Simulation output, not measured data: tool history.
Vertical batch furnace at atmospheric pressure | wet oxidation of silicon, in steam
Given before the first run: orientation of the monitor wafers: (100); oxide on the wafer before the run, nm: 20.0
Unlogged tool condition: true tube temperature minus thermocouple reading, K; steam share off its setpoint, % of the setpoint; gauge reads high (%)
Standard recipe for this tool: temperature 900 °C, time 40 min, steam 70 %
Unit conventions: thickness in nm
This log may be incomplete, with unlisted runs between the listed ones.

run	day	temperature	time	steam	wafers since the last listed run	hours since the last temperature calibration	hours since the steam generator was serviced	hours since the gauge calibration	read-back reference wafer on the same gauge, thickness	thickness
1	0	900	40	70	0	2766.6	1353.5	268.1	85.5	94.49
2	1.504	900	46	70	719	2802.7	1389.6	304.2	85.5	105.51
3	5.592	900	46	70	1955	2900.8	1487.7	402.3	85.49	105.42
4	13.796	900	46	70	3925	3097.7	1684.6	599.2	85.47	105.37
5	16.65	900	40	77	1365	3166.2	1753.1	667.7	85.52	101.93
6	20.567	900	40	77	1874	3260.2	1847.1	761.7	85.49	102.27
7	24.921	900	40	70	2083	3364.7	1951.6	866.2	85.51	95.49
8	27.262	900	40	70	1120	3420.9	2007.8	922.4	85.48	95.16
9	30.042	900	35.5	70	1329	3487.6	2074.5	989.1	85.48	87.25
10	43.042	900	35.5	70	6220	3799.6	2386.5	1301.1	85.46	87.08
11	45.312	900	40	70	1086	3854.1	2441	1355.6	85.53	95
12	48.842	900	40	70	1688	3938.8	2525.7	1440.3	85.52	95.32
13	52.917	900	53	62	1949	4036.6	2623.5	1538.1	85.44	107.83
# day 54.208: gauge calibrated
# day 55.617: steam generator serviced
14	55.638	900	40	70	823	4101.9	0.5	34.3	85.48	96.74
15	57.142	900	40	70	719	4138	36.6	70.4	85.5	96.87
16	58.942	885	49	81	861	4181.2	79.8	113.6	85.47	105.36
17	60.512	900	35.5	70	751	4218.9	117.5	151.3	85.5	88.95
# day 61.817: thermocouples replaced and temperature profile calibrated
18	62.879	920	40	78	653	25.5	174.3	208.1	85.5	127.31
19	66.083	900	40	59	1533	102.4	251.2	285	85.5	82.69
20	68.65	900	46	70	1228	164	312.8	346.6	85.5	104.31
21	71.079	880	59.5	66	1162	222.3	371.1	404.9	85.5	94.16
22	75.233	900	49.5	64	1987	322	470.8	504.6	85.49	102.89
23	76.854	911	21.5	70	775	360.9	509.7	543.5	85.51	67.82
24	80.646	900	40	64	1814	451.9	600.7	634.5	85.47	87.75
25	83.042	900	40	70	1146	509.4	658.2	692	85.52	93.61

Some steps in thickness, run to run, broken into two amounts with sign: the step expected even without the hidden condition (settings, incoming material, random variation), and the rest, left for the hidden condition together with whatever gauge scatter is not in both the measured and the hidden-condition-free result:
Run 13 -> 14: time 53 -> 40, steam 62 -> 70, gauge calibrated, steam generator serviced. thickness -11.09 nm: hidden state +1.43, all else -12.52.
Run 17 -> 18: temperature 900 -> 920, time 35.5 -> 40, steam 70 -> 78, thermocouples replaced and temperature profile calibrated. thickness +38.36 nm: hidden state -2.9, all else +41.26.
Run 18 -> 19: temperature 920 -> 900, steam 78 -> 59. thickness -44.62 nm: hidden state +0.11, all else -44.73.

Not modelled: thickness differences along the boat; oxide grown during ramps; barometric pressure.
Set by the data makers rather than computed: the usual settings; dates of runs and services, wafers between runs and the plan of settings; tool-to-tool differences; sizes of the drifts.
